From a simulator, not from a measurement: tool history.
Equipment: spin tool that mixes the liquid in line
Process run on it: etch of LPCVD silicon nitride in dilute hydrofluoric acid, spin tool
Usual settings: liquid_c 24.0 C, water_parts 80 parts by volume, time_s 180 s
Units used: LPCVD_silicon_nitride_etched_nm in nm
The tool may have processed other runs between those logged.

| run | hour | liquid_c | water_parts | time_s | read-back film thickness of the LPCVD silicon nitride reference wafer, read on the same gauge (nm) | LPCVD_silicon_nitride_etched_nm |
|---|---|---|---|---|---|---|
| 1 | 0.0 | 24.0 | 80 | 180 | 109.992 | 0.934 |
| 2 | 20.6 | 24.0 | 80 | 180 | 110.011 | 0.907 |
| 3 | 42.7 | 24.0 | 80 | 260 | 109.977 | 1.414 |
| 4 | 93.0 | 24.0 | 80 | 260 | 109.992 | 1.346 |
| 5 | 127.8 | 24.0 | 100 | 180 | 110.012 | 0.781 |
| 6 | 158.5 | 24.0 | 100 | 180 | 110.050 | 0.772 |
| 7 | 185.1 | 24.0 | 60 | 180 | 109.996 | 1.235 |
| 8 | 208.2 | 24.0 | 60 | 180 | 109.974 | 1.283 |
| 9 | 233.5 | 24.0 | 60 | 180 | 110.021 | 1.204 |
| 10 | 254.1 | 24.0 | 80 | 180 | 110.027 | 0.933 |
|  | 263.0 | thermometer replaced |
| 11 | 311.3 | 24.0 | 80 | 180 | 110.025 | 0.929 |
| 12 | 360.9 | 24.0 | 80 | 180 | 109.988 | 0.969 |
| 13 | 375.8 | 24.0 | 80 | 180 | 109.989 | 0.954 |
| 14 | 450.3 | 24.0 | 80 | 180 | 109.996 | 0.931 |
| 15 | 482.5 | 24.0 | 80 | 260 | 109.990 | 1.420 |
| 16 | 514.4 | 24.0 | 80 | 180 | 109.978 | 0.974 |
| 17 | 544.3 | 27.0 | 80 | 180 | 109.964 | 1.176 |
| 18 | 558.5 | 28.5 | 80 | 180 | 110.006 | 1.289 |
| 19 | 575.7 | 22.5 | 60 | 135 | 109.972 | 0.847 |
|  | 582.7 | hydrofluoric acid flow meter replaced |
| 20 | 588.3 | 19.0 | 50 | 150 | 110.013 | 0.891 |
| 21 | 615.0 | 24.0 | 80 | 180 | 109.984 | 0.923 |
|  | 615.5 | gauge calibrated |
| 22 | 629.0 | 24.0 | 80 | 180 | 109.996 | 0.954 |
| 23 | 681.4 | 28.0 | 50 | 105 | 110.021 | 1.188 |
| 24 | 713.8 | 24.0 | 120 | 110 | 109.983 | 0.398 |
| 25 | 728.0 | 24.0 | 80 | 180 | 110.000 | 0.932 |
| 26 | 756.7 | 24.0 | 65 | 225 | 109.973 | 1.387 |
| 27 | 784.3 | 24.0 | 110 | 85 | 109.993 | 0.317 |
| 28 | 809.1 | 20.5 | 90 | 210 | 109.963 | 0.777 |
| 29 | 825.2 | 24.0 | 80 | 180 | 109.989 | 0.950 |

Branching from run 29: 3 alternative next runs. What would each branch give?
| A | 825.7 | 24.0 | 80 | 180 | ? | ? |
| B | 825.7 | 29.0 | 115 | 180 | ? | ? |
| C | 825.7 | 24.0 | 80 | 250 | ? | ? |

| run | read-back film thickness of the LPCVD silicon nitride reference wafer, read on the same gauge (nm) | LPCVD_silicon_nitride_etched_nm |
|---|---|---|
| A | 110.052 | 0.927 |
| B | 110.052 | 0.893 |
| C | 110.052 | 1.288 |
Stripped of hidden state, with their random variation kept, the same runs would have yielded:
| run | LPCVD_silicon_nitride_etched_nm |
|---|---|
| A | 0.927 |
| B | 0.893 |
| C | 1.288 |
